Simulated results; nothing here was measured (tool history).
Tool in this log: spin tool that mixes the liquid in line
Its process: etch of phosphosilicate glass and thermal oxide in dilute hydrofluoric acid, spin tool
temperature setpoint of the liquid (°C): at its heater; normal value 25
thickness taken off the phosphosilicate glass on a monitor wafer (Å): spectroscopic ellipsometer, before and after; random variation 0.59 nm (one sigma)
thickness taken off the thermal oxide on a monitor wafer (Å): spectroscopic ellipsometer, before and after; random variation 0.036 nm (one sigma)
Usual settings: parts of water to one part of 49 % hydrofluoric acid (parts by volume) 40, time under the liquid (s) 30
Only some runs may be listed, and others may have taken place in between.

run,day,temperature setpoint of the liquid (°C),parts of water to one part of 49 % hydrofluoric acid (parts by volume),time under the liquid (s),wafers since the last listed run,hours since the thermometer was replaced,hours since the hydrofluoric acid flow meter was replaced,hours since the gauge calibration,"read-back film thickness of the phosphosilicate glass reference wafer, read on the same gauge (nm)","read-back film thickness of the thermal oxide reference wafer, read on the same gauge (nm)",thickness taken off the phosphosilicate glass on a monitor wafer (Å),thickness taken off the thermal oxide on a monitor wafer (Å)
1,0,26,40,30,0,834.4,338.6,6.7,130.01,50.019,1020.7,42.92
2,1.6,26,40,30,449,872.8,377,45.1,130.03,49.953,1025.3,42.53
3,4.675,25,50,15,864,946.6,450.8,118.9,129.96,49.991,385.4,16.05
4,7.908,25,40,30,908,1024.2,528.4,196.5,130.02,49.969,977.1,40.47
5,10.058,20.5,35,35,604,1075.8,580,248.1,130.04,49.997,1075.2,44.71
6,11.933,23.5,45,45,527,1120.8,625,293.1,129.99,49.999,1206.4,49.3
7,16.233,25,40,35,1208,1224,728.2,396.3,129.99,50.01,1127.2,46.84
8,18.921,23.5,50,30,755,1288.5,792.7,460.8,129.99,50.018,713.5,29.4
# day 19.479: hydrofluoric acid flow meter replaced
9,23.267,26.5,40,45,1209,1392.8,90.9,565.1,130.02,50.015,1534.4,64.06
10,27.317,25,35,35,1138,1490,188.1,662.3,130.01,50.057,1294.2,54.19
11,29.562,25,40,30,631,1543.9,242,716.2,130,49.938,956.4,39.6
12,31.362,25,40,40,505,1587.1,285.2,759.4,130.04,49.97,1276.8,52.76
13,35.1,21,30,15,1050,1676.8,374.9,849.1,130.02,50.034,542.8,22.7
# day 38.288: thermometer replaced
14,39.412,25,20,15,1200,27,478.4,952.6,129.99,49.997,1052.9,43.56
15,41.196,25,40,30,501,69.8,521.2,995.4,130.04,49.943,1005.1,42.11
16,42.721,25,40,15,428,106.4,557.8,1032,130.02,49.979,507.6,21.2
17,45.079,25,40,30,662,163,614.4,1088.6,130.02,50.005,1012.4,41.96
18,49.55,27.5,40,30,1256,270.3,721.7,1195.9,130.02,49.993,1115,46.72
19,51.996,30,25,40,687,329,780.4,1254.6,130.03,49.985,2663.9,113.37
20,53.921,25,40,30,541,375.2,826.6,1300.8,130.01,49.941,1011.3,42.17
21,57.425,25,40,30,984,459.3,910.7,1384.9,129.98,49.985,1001.1,42.07
# day 58.071: hydrofluoric acid flow meter replaced
22,60.504,25,40,30,853,533.2,58.4,1458.8,130.01,49.966,1001.6,41.42
23,62.425,25,40,20,539,579.3,104.5,1504.9,130.01,49.959,663.2,27.54
24,66.35,25,40,30,1103,673.5,198.7,1599.1,130.01,49.993,1004.5,40.93
25,69.317,23,40,30,833,744.7,269.9,1670.3,130,50.067,904.3,38.53

Consider 4 possible next runs. They are alternatives, not a sequence: every one starts from the tool as it was left by run 25. What does each give?
A,69.333,25,40,30,4,745.1,270.3,1670.7,?,?,?,?
B,69.333,25,25,30,4,745.1,270.3,1670.7,?,?,?,?
C,69.333,28,25,40,4,745.1,270.3,1670.7,?,?,?,?
D,69.333,23.5,25,30,4,745.1,270.3,1670.7,?,?,?,?

run,"read-back film thickness of the phosphosilicate glass reference wafer, read on the same gauge (nm)","read-back film thickness of the thermal oxide reference wafer, read on the same gauge (nm)",thickness taken off the phosphosilicate glass on a monitor wafer (Å),thickness taken off the thermal oxide on a monitor wafer (Å)
A,129.98,50.03,978.9,41.43
B,129.98,50.03,1598.3,67.64
C,129.98,50.03,2413.7,102.14
D,129.98,50.03,1500.3,63.49
The same runs, with their run-to-run variation unchanged, on a tool lacking any hidden condition would have given:
run,thickness taken off the phosphosilicate glass on a monitor wafer (Å),thickness taken off the thermal oxide on a monitor wafer (Å)
A,1010.1,42.75
B,1650,69.83
C,2490,105.37
D,1549.3,65.57
